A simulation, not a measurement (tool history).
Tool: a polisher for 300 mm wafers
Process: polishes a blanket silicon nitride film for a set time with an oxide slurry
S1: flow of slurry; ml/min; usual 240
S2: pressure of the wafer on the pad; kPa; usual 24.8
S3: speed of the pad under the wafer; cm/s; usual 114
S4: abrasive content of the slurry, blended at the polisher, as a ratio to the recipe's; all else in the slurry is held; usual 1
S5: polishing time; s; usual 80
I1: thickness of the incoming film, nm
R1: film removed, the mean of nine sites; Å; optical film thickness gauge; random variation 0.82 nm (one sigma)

run 1 hour=0 | S1=210 S2=24.8 S3=114 S4=1 S5=80 | I1=500.5 | R1=531
run 2 hour=6.6 | S1=240 S2=26.9 S3=114 S4=1 S5=80 | I1=519.4 | R1=570
run 3 hour=23 | S1=240 S2=26.9 S3=114 S4=1 S5=80 | I1=514.7 | R1=556
run 4 hour=57.5 | S1=240 S2=24.8 S3=114 S4=1 S5=101 | I1=519.1 | R1=654
-- hour=64 worn pad replaced by a new one
run 5 hour=69.2 | S1=240 S2=24.8 S3=114 S4=1 S5=80 | I1=499.1 | R1=521
run 6 hour=76.5 | S1=240 S2=24.8 S3=114 S4=1 S5=80 | I1=501.4 | R1=511
run 7 hour=93.4 | S1=260 S2=24.8 S3=114 S4=1 S5=80 | I1=511.7 | R1=502
run 8 hour=107.8 | S1=240 S2=24.8 S3=114 S4=1 S5=80 | I1=508.1 | R1=508
run 9 hour=115.2 | S1=240 S2=24.8 S3=114 S4=1 S5=80 | I1=509 | R1=487
run 10 hour=122.9 | S1=240 S2=24.8 S3=114 S4=1 S5=80 | I1=509.1 | R1=478
run 11 hour=130.4 | S1=240 S2=24.8 S3=114 S4=1 S5=80 | I1=504.3 | R1=508
run 12 hour=138.9 | S1=240 S2=24.8 S3=114 S4=0.85 S5=80 | I1=508.5 | R1=459
run 13 hour=146 | S1=210 S2=30.3 S3=114 S4=1 S5=100 | I1=506.2 | R1=704
run 14 hour=157.8 | S1=240 S2=20 S3=114 S4=1.25 S5=57 | I1=515.4 | R1=311
-- hour=172.2 slurry blender recalibrated
run 15 hour=175.2 | S1=240 S2=24.8 S3=114 S4=1 S5=80 | I1=508.7 | R1=482
-- hour=191.1 slurry nozzle cleaned
-- hour=201 worn pad replaced by a new one
-- hour=211 conditioning disc replaced and pad reconditioned
run 16 hour=214.1 | S1=240 S2=22.1 S3=114 S4=1 S5=80 | I1=506 | R1=476
run 17 hour=220.8 | S1=195 S2=29 S3=114 S4=0.8 S5=62 | I1=507.3 | R1=441
run 18 hour=233.6 | S1=240 S2=24.8 S3=114 S4=0.9 S5=80 | I1=513.1 | R1=528
-- hour=236.7 head pressure recalibrated
run 19 hour=247.6 | S1=240 S2=33.1 S3=124 S4=0.75 S5=97 | I1=515.2 | R1=811
run 20 hour=264.2 | S1=240 S2=24.8 S3=114 S4=1 S5=80 | I1=505.1 | R1=533
run 21 hour=275.7 | S1=190 S2=33.1 S3=128 S4=0.85 S5=80 | I1=505.8 | R1=672
run 22 hour=289.4 | S1=315 S2=24.8 S3=76 S4=1 S5=80 | I1=508.9 | R1=449
run 23 hour=301.3 | S1=240 S2=20 S3=114 S4=1.25 S5=57 | I1=503.5 | R1=328

What the log doesn't show, run by run:
removal rate lost through wear of the pad, %: 0 in every run
slurry flow missing at the pad, %: 0 in every run
deviation of the head's pressure from its setpoint, %: 0 in every run
abrasive missing from the slurry, %: 0 in every run
H1: time polished since the conditioner stopped cutting, s
run=1 H1=101
run=2 H1=107
run=3 H1=120
run=4 H1=147
run=5 H1=156
run=6 H1=162
run=7 H1=176
run=8 H1=187
run=9 H1=193
run=10 H1=199
run=11 H1=205
run=12 H1=212
run=13 H1=217
run=14 H1=227
run=15 H1=241
run=16 H1=41.8
run=17 H1=47.2
run=18 H1=57.3
run=19 H1=68.5
run=20 H1=81.7
run=21 H1=90.8
run=22 H1=102
run=23 H1=111
